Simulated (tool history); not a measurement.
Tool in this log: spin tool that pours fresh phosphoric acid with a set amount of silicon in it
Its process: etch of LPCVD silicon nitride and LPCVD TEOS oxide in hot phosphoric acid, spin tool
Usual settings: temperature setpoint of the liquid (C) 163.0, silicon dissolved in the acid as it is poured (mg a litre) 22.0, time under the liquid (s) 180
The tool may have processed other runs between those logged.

run	hour	temperature setpoint of the liquid (C)	silicon dissolved in the acid as it is poured (mg a litre)	time under the liquid (s)	read-back film thickness of the LPCVD silicon nitride reference wafer, read on the same gauge (nm)	read-back film thickness of the LPCVD TEOS oxide reference wafer, read on the same gauge (nm)	thickness taken off the LPCVD silicon nitride on a monitor wafer (Å)	thickness taken off the LPCVD TEOS oxide on a monitor wafer (Å)
1	0.0	163.0	22.0	210	130.02	139.972	225.3	7.61
2	100.8	163.0	22.0	210	129.99	140.014	225.1	7.21
3	151.0	162.5	22.0	180	129.96	140.000	189.8	5.96
4	187.5	162.5	22.0	180	130.05	139.979	189.0	6.38
# hour 212.9: thermometer replaced
5	227.3	162.5	22.0	180	130.06	140.021	175.5	5.21
# hour 245.6: heated supply line repaired
6	264.0	163.0	22.0	180	129.98	139.953	201.6	6.63
# hour 284.8: gauge calibrated
7	310.0	163.0	22.0	180	129.95	139.990	200.1	6.94
8	338.8	164.0	10.0	255	130.01	140.031	292.7	12.95
9	388.7	163.0	32.5	180	130.02	139.990	200.2	4.91
# hour 433.1: dissolved silicon flow meter replaced
10	433.6	166.0	35.0	180	130.07	139.999	220.3	4.96
11	468.8	164.5	27.0	135	130.02	139.988	156.2	4.57
12	503.3	165.0	34.0	230	130.01	140.015	271.0	6.54
13	545.3	163.0	22.0	180	129.99	140.002	198.9	6.77
14	578.7	163.0	22.0	180	129.97	140.018	198.5	6.34
15	624.3	166.0	35.0	180	129.97	140.003	219.4	5.21

Had the tool no unlogged condition, and each run kept its random variation, what would the results have been?
What the log doesn't record here: liquid hotter than its thermometer reads (K); dissolved silicon flow below the setpoint (%); temperature lost on the way to the wafer (K); gauge reads high (%).
run	thickness taken off the LPCVD silicon nitride on a monitor wafer (Å)	thickness taken off the LPCVD TEOS oxide on a monitor wafer (Å)
1	237.1	8.51
2	236.8	8.06
3	199.7	6.67
4	198.9	7.14
5	198.7	6.84
6	205.8	6.94
7	204.3	7.27
8	298.9	13.55
9	204.4	5.14
10	224.8	5.18
11	159.4	4.78
12	276.6	6.84
13	203.0	7.08
14	202.6	6.63
15	223.8	5.44
